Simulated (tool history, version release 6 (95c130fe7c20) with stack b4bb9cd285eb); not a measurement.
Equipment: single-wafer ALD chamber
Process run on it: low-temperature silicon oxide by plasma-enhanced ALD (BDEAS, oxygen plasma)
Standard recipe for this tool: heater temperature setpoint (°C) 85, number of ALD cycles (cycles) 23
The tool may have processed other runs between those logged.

run,hour,heater temperature setpoint (°C),number of ALD cycles (cycles),"read-back reference wafer on the same gauge, thickness_nm",mean film thickness on the monitor wafer (angstrom)
1,0.0,91,22,4.004,31.46
2,12.5,91,22,4.005,31.63
3,26.9,91,22,4.002,31.32
4,46.7,85,20,4.016,29.09
5,116.5,85,20,4.019,29.26
6,132.4,85,20,4.018,29.59
7,165.2,85,22,4.029,31.99
8,199.6,85,26,4.027,38.70
9,213.8,85,26,4.028,38.29
10,248.7,85,26,4.038,38.51
11,270.0,88,22,4.039,32.14
12,301.2,96,23,4.045,32.62
13,315.3,96,23,4.047,32.52
14,332.8,96,23,4.058,32.78
15,357.1,75,23,4.055,35.22
16,389.2,75,23,4.068,35.03
17,424.5,75,23,4.075,35.46
18,455.8,85,23,4.082,34.15
19,476.5,92,20,4.086,28.87
20,499.6,72,21,4.095,32.79
21,518.5,85,23,4.095,34.78
# hour 526.6: gauge calibrated
22,587.8,76,27,3.982,40.17
23,609.2,90,23,3.984,32.93
24,630.7,72,19,3.987,28.88
# hour 645.3: thermocouple changed; heater temperature recalibrated
25,646.6,76,23,3.992,34.57
26,751.7,85,23,3.989,33.27
27,764.8,85,23,3.992,33.85
28,792.4,99,20,4.001,27.90
29,827.7,96,26,3.996,36.60
30,861.2,77,23,4.004,34.54
31,875.7,85,19,4.005,27.67
32,907.9,97,23,4.008,32.61
33,926.2,92,27,4.012,38.58
34,939.3,93,23,4.013,33.07
35,972.2,85,21,4.016,30.96

Alternative continuations, all from the tool just after run 35; predict every row:
A,972.6,70,23,?,?
B,972.6,85,25,?,?
C,972.6,99,19,?,?
D,972.6,78,23,?,?
E,972.6,75,20,?,?

run,"read-back reference wafer on the same gauge, thickness_nm",mean film thickness on the monitor wafer (angstrom)
A,4.020,35.70
B,4.020,37.01
C,4.020,26.85
D,4.020,34.82
E,4.020,30.57
The same runs, with their run-to-run variation unchanged, on a tool lacking any hidden condition would have given:
run,mean film thickness on the monitor wafer (angstrom)
A,35.37
B,36.66
C,26.60
D,34.50
E,30.28

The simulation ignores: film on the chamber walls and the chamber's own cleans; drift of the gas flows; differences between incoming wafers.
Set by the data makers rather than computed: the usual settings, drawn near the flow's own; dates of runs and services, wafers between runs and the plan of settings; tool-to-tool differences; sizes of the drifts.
